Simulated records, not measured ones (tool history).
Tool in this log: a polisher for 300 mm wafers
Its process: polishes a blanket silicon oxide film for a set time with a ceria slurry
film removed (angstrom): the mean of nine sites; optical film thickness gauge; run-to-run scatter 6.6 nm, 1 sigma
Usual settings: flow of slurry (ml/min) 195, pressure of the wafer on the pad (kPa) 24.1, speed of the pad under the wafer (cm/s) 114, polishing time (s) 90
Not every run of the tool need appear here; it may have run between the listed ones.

| run | day | flow of slurry (ml/min) | pressure of the wafer on the pad (kPa) | speed of the pad under the wafer (cm/s) | polishing time (s) | wafers since the last listed run | wafers polished on this pad | hours since the slurry nozzle was cleaned | hours since the head pressure was calibrated | incoming thickness of the incoming film, nm | film removed (angstrom) |
|---|---|---|---|---|---|---|---|---|---|---|---|
| 1 | 0 | 195 | 24.1 | 114 | 90 | 0 | 514 | 812.2 | 1212.6 | 1874.4 | 4802 |
|  | 0.908 | worn pad replaced by a new one |
| 2 | 0.938 | 195 | 24.1 | 114 | 90 | 97 | 3 | 834.7 | 1235.1 | 1816.7 | 5074 |
| 3 | 1.862 | 195 | 24.1 | 114 | 90 | 116 | 120 | 856.9 | 1257.3 | 1839 | 5009 |
| 4 | 2.517 | 195 | 24.1 | 114 | 90 | 82 | 203 | 872.6 | 1273 | 1872 | 4982 |
| 5 | 3.979 | 195 | 24.1 | 114 | 90 | 184 | 388 | 907.7 | 1308.1 | 1805.7 | 4867 |
| 6 | 4.575 | 195 | 24.1 | 114 | 90 | 75 | 463 | 922 | 1322.4 | 1830.3 | 4779 |
|  | 5.288 | slurry nozzle cleaned |
| 7 | 5.771 | 195 | 24.1 | 114 | 90 | 145 | 609 | 11.6 | 1351.1 | 1881.8 | 4659 |
|  | 6.225 | worn pad replaced by a new one, of another model than before |
| 8 | 6.496 | 195 | 24.1 | 114 | 90 | 70 | 34 | 29 | 1368.5 | 1837.2 | 5122 |
| 9 | 6.996 | 150 | 31.7 | 140 | 74 | 63 | 97 | 41 | 1380.5 | 1840.6 | 5412 |
|  | 7.229 | head pressure recalibrated |
| 10 | 8.25 | 195 | 18.6 | 76 | 104 | 148 | 245 | 71.1 | 24.5 | 1839.1 | 3720 |
| 11 | 9.188 | 195 | 17.9 | 104 | 90 | 118 | 364 | 93.6 | 47 | 1830.6 | 3796 |
| 12 | 10.558 | 170 | 20.7 | 126 | 90 | 173 | 537 | 126.5 | 79.9 | 1835.3 | 4348 |
| 13 | 11.65 | 135 | 24.1 | 136 | 119 | 138 | 675 | 152.7 | 106.1 | 1847.1 | 5808 |
|  | 12.2 | worn pad replaced by a new one |
| 14 | 12.942 | 195 | 24.1 | 114 | 90 | 142 | 93 | 183.7 | 137.1 | 1855.7 | 5077 |

What if the next run were any one of these 3? Each begins from the tool's condition after run 14:
| A | 12.962 | 195 | 24.1 | 114 | 90 | 2 | 96 | 184.2 | 137.6 | 1797.8 | ? |
| B | 12.962 | 125 | 24.1 | 150 | 61 | 2 | 96 | 184.2 | 137.6 | 1797.8 | ? |
| C | 12.962 | 255 | 24.1 | 136 | 90 | 2 | 96 | 184.2 | 137.6 | 1797.8 | ? |

| run | film removed (angstrom) |
|---|---|
| A | 4974 |
| B | 3378 |
| C | 5990 |
Take away the tool's hidden state, keep each run's random variation, and the runs would have read:
| run | film removed (angstrom) |
|---|---|
| A | 5108 |
| B | 3469 |
| C | 6152 |
